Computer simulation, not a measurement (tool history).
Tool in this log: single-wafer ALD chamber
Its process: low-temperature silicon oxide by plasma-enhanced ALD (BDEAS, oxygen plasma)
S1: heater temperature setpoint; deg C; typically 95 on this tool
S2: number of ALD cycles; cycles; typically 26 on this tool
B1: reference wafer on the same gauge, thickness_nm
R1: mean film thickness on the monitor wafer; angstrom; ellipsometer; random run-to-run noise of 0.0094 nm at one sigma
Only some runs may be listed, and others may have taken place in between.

Run 1, day 0: usual settings but S1 86 deg C; B1 4.079. Result: R1 35.69 angstrom.
Run 2, day 1.371: usual settings but S1 86 deg C; B1 4.079. Result: R1 35.75 angstrom.
Run 3, day 2.729: usual settings but S1 86 deg C; B1 4.082. Result: R1 35.73 angstrom.
Run 4, day 3.596: usual settings; B1 4.082. Result: R1 34.46 angstrom.
Run 5, day 4.942: usual settings; B1 4.081. Result: R1 34.41 angstrom.
Run 6, day 6.412: usual settings; B1 4.08. Result: R1 34.46 angstrom.
Run 7, day 7.188: usual settings; B1 4.081. Result: R1 34.49 angstrom.
Run 8, day 10.925: usual settings but S1 101 deg C; B1 4.078. Result: R1 33.55 angstrom.
Run 9, day 11.979: usual settings but S1 101 deg C; B1 4.079. Result: R1 33.89 angstrom.
Run 10, day 13.071: usual settings but S1 83 deg C, S2 23 cycles; B1 4.077. Result: R1 31.91 angstrom.
Run 11, day 14.079: usual settings but S1 86 deg C; B1 4.079. Result: R1 35.76 angstrom.
Run 12, day 15.471: usual settings; B1 4.081. Result: R1 34.52 angstrom.
Run 13, day 16.408: usual settings but S1 87 deg C, S2 21 cycles; B1 4.077. Result: R1 28.84 angstrom.
Run 14, day 17.217: usual settings but S1 90 deg C, S2 30 cycles; B1 4.08. Result: R1 40.74 angstrom.
Run 15, day 20.471: usual settings but S1 84 deg C, S2 22 cycles; B1 4.081. Result: R1 30.64 angstrom.
Run 16, day 21.412: usual settings but S1 88 deg C, S2 24 cycles; B1 4.079. Result: R1 32.65 angstrom.
Run 17, day 21.921: usual settings but S1 87 deg C, S2 23 cycles; B1 4.082. Result: R1 31.53 angstrom.
Run 18, day 23.329: usual settings but S1 102 deg C, S2 29 cycles; B1 4.08. Result: R1 37.66 angstrom.

Not shown here: 3 entries made in the log between runs. Locate each between two listed runs and compare the hidden state at the listed run before it with the hidden state at the listed run after it:
From run 1 to run 2: gauge calibrated (day 0.233)
  no hidden state differs between the two runs
From run 8 to run 9: thermocouple changed; heater temperature recalibrated (day 11.417)
  no hidden state differs between the two runs
From run 11 to run 12: gauge calibrated (day 14.604)
  no hidden state differs between the two runs

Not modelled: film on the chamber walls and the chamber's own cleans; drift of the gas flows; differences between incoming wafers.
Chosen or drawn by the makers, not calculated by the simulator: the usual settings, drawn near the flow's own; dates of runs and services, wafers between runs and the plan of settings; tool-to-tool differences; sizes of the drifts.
